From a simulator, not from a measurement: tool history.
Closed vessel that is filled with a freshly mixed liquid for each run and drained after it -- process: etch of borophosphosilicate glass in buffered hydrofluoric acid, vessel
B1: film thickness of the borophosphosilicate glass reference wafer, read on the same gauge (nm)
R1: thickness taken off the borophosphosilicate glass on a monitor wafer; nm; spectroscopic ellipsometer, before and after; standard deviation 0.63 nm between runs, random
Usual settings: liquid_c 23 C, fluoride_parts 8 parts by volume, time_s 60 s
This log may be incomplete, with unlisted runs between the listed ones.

Run 1, hour 0: usual settings; B1 80.01. Result: R1 141.74 nm.
Run 2, hour 35.8: usual settings; B1 80.02. Result: R1 141.73 nm.
Run 3, hour 61.5: usual settings; B1 79.99. Result: R1 142.86 nm.
Run 4, hour 78.3: usual settings; B1 79.99. Result: R1 140.4 nm.
Run 5, hour 108.4: usual settings but liquid_c 20.5 C; B1 79.97. Result: R1 124.34 nm.
Run 6, hour 125.4: usual settings but liquid_c 20.5 C; B1 79.99. Result: R1 123.72 nm.
At hour 143.6: hydrofluoric acid flow meter replaced.
Run 7, hour 144.1: usual settings; B1 80. Result: R1 142.7 nm.
Run 8, hour 157.9: usual settings; B1 79.99. Result: R1 142.48 nm.
Run 9, hour 182.9: usual settings but time_s 90 s; B1 80.04. Result: R1 214.38 nm.
At hour 187.2: thermometer replaced.
At hour 201.2: gauge calibrated.
Run 10, hour 210: usual settings but liquid_c 27.5 C, fluoride_parts 6.5 parts by volume, time_s 80 s; B1 79.97. Result: R1 286.64 nm.
Run 11, hour 226: usual settings but liquid_c 27 C, fluoride_parts 9 parts by volume, time_s 30 s; B1 80.01. Result: R1 75.04 nm.
Run 12, hour 255.3: usual settings; B1 79.99. Result: R1 137.21 nm.
Run 13, hour 288: usual settings; B1 80.02. Result: R1 138.29 nm.
Run 14, hour 304: usual settings but liquid_c 20.5 C, fluoride_parts 9 parts by volume, time_s 95 s; B1 80.02. Result: R1 167.79 nm.
Run 15, hour 333.7: usual settings but liquid_c 25 C; B1 79.99. Result: R1 154.49 nm.
Run 16, hour 369.4: usual settings but liquid_c 20.5 C; B1 79.97. Result: R1 120.83 nm.
Run 17, hour 401.5: usual settings but time_s 85 s; B1 79.97. Result: R1 197.69 nm.

What if the next run were any one of these 3? Each begins from the tool's condition after run 17:
Run A, hour 402.2: usual settings; B1 ?. Result: R1 ?.
Run B, hour 402.2: usual settings but liquid_c 18 C; B1 ?. Result: R1 ?.
Run C, hour 402.2: usual settings but liquid_c 21.5 C, time_s 80 s; B1 ?. Result: R1 ?.

run  B1      R1
  A  80  139.08
  B  80  105.74
  C  80  170.95
The same runs, with their run-to-run variation unchanged, on a tool lacking any hidden condition would have given:
run      R1
  A  135.44
  B  102.89
  C  166.44
